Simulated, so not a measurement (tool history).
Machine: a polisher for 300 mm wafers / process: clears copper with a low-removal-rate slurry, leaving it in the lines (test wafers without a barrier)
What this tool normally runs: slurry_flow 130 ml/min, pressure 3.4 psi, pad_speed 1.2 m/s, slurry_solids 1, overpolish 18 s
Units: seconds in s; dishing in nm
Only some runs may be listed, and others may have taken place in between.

run     day  slurry_flow  pressure  pad_speed  slurry_solids  overpolish  wafers since the last listed run  wafers polished on this pad  hours since the slurry nozzle was cleaned  hours since the head pressure was calibrated  hours since the slurry blender was calibrated  incoming thickness of the incoming film, nm  seconds  dishing
  1       0          130       3.9        1.2              1          18                                 0                          356                                      312.2                                           195                                           45.9                                        464.3      116     47.2
  2   1.879          130       3.4        1.2              1          18                               426                          783                                      357.3                                         240.1                                             91                                        455.7    128.4     42.3
  3   3.371          130       3.4        1.2              1          18                               338                         1122                                      393.1                                         275.9                                          126.8                                        456.5    127.7     41.2
       4.05  -- slurry blender recalibrated
      5.467  -- worn pad replaced by a new one
  4   6.208          130       3.4        1.2              1          18                               587                          168                                      461.2                                           344                                           51.8                                        454.6    131.5     39.9
        6.9  -- head pressure recalibrated
  5    8.25          130       3.4        1.2              1          18                               444                          613                                      510.2                                          32.4                                          100.8                                        458.8    132.6     40.6
  6   9.583          130       3.4        1.2              1          18                               302                          916                                      542.2                                          64.4                                          132.8                                        466.9    132.2     41.5
     10.412  -- slurry nozzle cleaned
     10.712  -- slurry blender recalibrated
     12.358  -- worn pad replaced by a new one
  7  12.408          130       3.4        1.2              1          18                               575                           11                                       47.9                                         132.2                                           40.7                                        465.7    131.2     40.2
  8  16.442          130       3.4        1.2              1          11                               916                          927                                      144.7                                           229                                          137.5                                        456.7    129.6     26.3

Estimate the outcome of run 9 from the log above:
       17.8  -- slurry blender recalibrated
     18.754  -- worn pad replaced by a new one
  9  19.308          130       3.4        1.2              1          18                               594                          125                                      213.5                                         297.8                                           36.2                                        466.4        ?        ?

Run 9 gave seconds 132.1 s, dishing 40.8 nm.
Take away the tool's hidden state, keep the run-to-run variation as it was, and the same run would have given seconds 132.1 s, dishing 40.8 nm.
